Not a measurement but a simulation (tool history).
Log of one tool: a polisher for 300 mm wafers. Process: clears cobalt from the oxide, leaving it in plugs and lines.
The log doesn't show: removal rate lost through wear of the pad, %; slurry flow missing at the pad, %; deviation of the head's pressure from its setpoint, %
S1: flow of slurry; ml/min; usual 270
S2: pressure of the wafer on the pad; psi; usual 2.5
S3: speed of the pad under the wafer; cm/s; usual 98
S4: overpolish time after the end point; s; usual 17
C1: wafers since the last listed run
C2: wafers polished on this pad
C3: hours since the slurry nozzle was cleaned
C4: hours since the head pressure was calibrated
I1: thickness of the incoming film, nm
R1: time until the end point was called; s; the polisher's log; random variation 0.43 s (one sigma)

| run | hour | S1 | S2 | S3 | S4 | C1 | C2 | C3 | C4 | I1 | R1 |
|---|---|---|---|---|---|---|---|---|---|---|---|
| 1 | 0.0 | 270 | 2.5 | 98 | 17 | 0 | 132 | 50.5 | 92.3 | 222.6 | 38.0 |
| 2 | 24.3 | 270 | 2.5 | 98 | 17 | 243 | 375 | 74.8 | 116.6 | 222.5 | 38.9 |
| 3 | 56.6 | 270 | 2.5 | 98 | 17 | 323 | 699 | 107.1 | 148.9 | 220.2 | 36.8 |
| 4 | 82.7 | 270 | 2.5 | 98 | 17 | 261 | 961 | 133.2 | 175.0 | 216.1 | 36.7 |
| 5 | 112.5 | 270 | 2.5 | 98 | 17 | 298 | 1259 | 163.0 | 204.8 | 217.1 | 36.7 |
|  | 130.9 | worn pad replaced by a new one |
| 6 | 131.4 | 270 | 2.5 | 98 | 17 | 149 | 5 | 181.9 | 223.7 | 221.0 | 38.2 |
| 7 | 143.7 | 270 | 2.5 | 116 | 17 | 123 | 128 | 194.2 | 236.0 | 218.8 | 32.6 |
| 8 | 177.6 | 270 | 2.5 | 116 | 17 | 339 | 468 | 228.1 | 269.9 | 217.4 | 31.8 |
| 9 | 207.7 | 270 | 2.5 | 116 | 17 | 301 | 770 | 258.2 | 300.0 | 218.3 | 32.2 |
| 10 | 236.7 | 270 | 2.5 | 110 | 17 | 290 | 1060 | 287.2 | 329.0 | 218.4 | 34.1 |
|  | 243.5 | head pressure recalibrated |
|  | 261.0 | worn pad replaced by a new one |
| 11 | 265.3 | 270 | 2.5 | 98 | 22 | 226 | 43 | 315.8 | 21.8 | 219.3 | 38.2 |
| 12 | 279.3 | 270 | 2.5 | 78 | 17 | 140 | 183 | 329.8 | 35.8 | 221.5 | 48.8 |
| 13 | 312.0 | 190 | 2.5 | 130 | 17 | 327 | 511 | 362.5 | 68.5 | 223.6 | 32.0 |
| 14 | 345.9 | 270 | 2.5 | 116 | 17 | 339 | 850 | 396.4 | 102.4 | 220.4 | 33.4 |
| 15 | 376.6 | 270 | 2.2 | 76 | 17 | 307 | 1158 | 427.1 | 133.1 | 218.7 | 58.8 |
|  | 388.9 | slurry nozzle cleaned |
| 16 | 404.8 | 345 | 2.5 | 78 | 17 | 272 | 1431 | 15.9 | 161.3 | 220.1 | 46.4 |
|  | 408.8 | worn pad replaced by a new one |
| 17 | 429.9 | 210 | 2.5 | 98 | 17 | 211 | 211 | 41.0 | 186.4 | 222.8 | 39.3 |
| 18 | 448.3 | 270 | 1.6 | 98 | 17 | 184 | 395 | 59.4 | 204.8 | 218.8 | 58.4 |
| 19 | 471.2 | 270 | 2.5 | 98 | 17 | 229 | 625 | 82.3 | 227.7 | 221.4 | 38.3 |
| 20 | 489.4 | 300 | 2.5 | 98 | 12 | 182 | 807 | 100.5 | 245.9 | 219.7 | 38.3 |

How the hidden state differs across the entries between the runs, from the last listed run before each to the first after it:
Between runs 5 and 6: worn pad replaced by a new one (hour 130.9)
  slurry flow missing at the pad, %: 18.2 -> 19.9
  measured less the result without the state, R1: +0.7 -> +0.8 s
Between runs 10 and 11: head pressure recalibrated (hour 243.5); worn pad replaced by a new one (hour 261.0)
  slurry flow missing at the pad, %: 29.8 -> 32.5
  measured less the result without the state, R1: +1.3 -> +1.6 s
Between runs 15 and 16: slurry nozzle cleaned (hour 388.9)
  slurry flow missing at the pad, %: 43 -> 7.28
  measured less the result without the state, R1: +3.7 -> +0.2 s
Between runs 16 and 17: worn pad replaced by a new one (hour 408.8)
  slurry flow missing at the pad, %: 7.28 -> 9.64
  measured less the result without the state, R1: +0.2 -> +0.5 s
